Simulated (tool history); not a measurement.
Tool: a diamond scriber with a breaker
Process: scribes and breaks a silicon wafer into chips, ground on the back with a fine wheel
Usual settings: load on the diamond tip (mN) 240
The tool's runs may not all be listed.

| run | hour | load on the diamond tip (mN) | incoming depth of the damage left on the back of the incoming wafer, um | depth of the median crack under the scribed line (nm) | chips rejected at inspection after the break (%) |
|---|---|---|---|---|---|
| 1 | 0 | 240 | 1.74 | 9000 | 2.3 |
| 2 | 25.7 | 240 | 2.46 | 9160 | 3.14 |
| 3 | 50.7 | 240 | 2.49 | 9190 | 3.52 |
| 4 | 78.8 | 240 | 2.93 | 9470 | 3.87 |
| 5 | 160.1 | 240 | 2.09 | 9270 | 3.13 |
| 6 | 189.8 | 240 | 2.12 | 9410 | 2.74 |
| 7 | 221.3 | 240 | 2.87 | 9580 | 4.29 |
| 8 | 245.8 | 240 | 2.2 | 9780 | 3.01 |
| 9 | 268.1 | 240 | 2.15 | 9180 | 3.01 |
|  | 296 | load on the tip recalibrated |
| 10 | 296.5 | 240 | 2.95 | 8540 | 3.86 |
| 11 | 310.1 | 240 | 2.85 | 8540 | 3.97 |
| 12 | 323.2 | 240 | 2.02 | 8800 | 1.91 |
| 13 | 340.2 | 240 | 2.24 | 8740 | 2.27 |
| 14 | 373.6 | 240 | 1.95 | 8960 | 1.91 |
| 15 | 396 | 240 | 2.56 | 9040 | 3.27 |
| 16 | 421.1 | 260 | 1.59 | 9580 | 3.47 |
| 17 | 440.3 | 260 | 2.19 | 9580 | 3.81 |
| 18 | 464.8 | 260 | 2.25 | 9790 | 3.95 |
| 19 | 480.3 | 290 | 1.55 | 10800 | 8 |
| 20 | 508.4 | 240 | 2.06 | 9400 | 2.42 |
| 21 | 540.8 | 186 | 2.94 | 7510 | 7.55 |
|  | 583.8 | diamond tip replaced by a new one, of another model than before |
| 22 | 584.3 | 240 | 1.92 | 9070 | 2.14 |
| 23 | 616.5 | 272 | 2.24 | 9980 | 4.71 |
|  | 684.7 | load on the tip recalibrated |
| 24 | 715.4 | 240 | 1.7 | 8830 | 1.69 |
| 25 | 741.7 | 259 | 2.44 | 9370 | 3.02 |
| 26 | 757.7 | 169 | 2.09 | 7050 | 6.63 |
| 27 | 776.9 | 207 | 1.87 | 8180 | 2.06 |
| 28 | 808.2 | 240 | 1.83 | 8930 | 1.78 |

The next listed run, before its measurement:
| 29 | 839.5 | 287 | 2.75 | ? | ? |

{"run 29": {"depth of the median crack under the scribed line (nm)": 9770, "chips rejected at inspection after the break (%)": 5.74}}
Without the tool's hidden state the same run would have given depth of the median crack under the scribed line (nm) 9200, chips rejected at inspection after the break (%) 4.08.
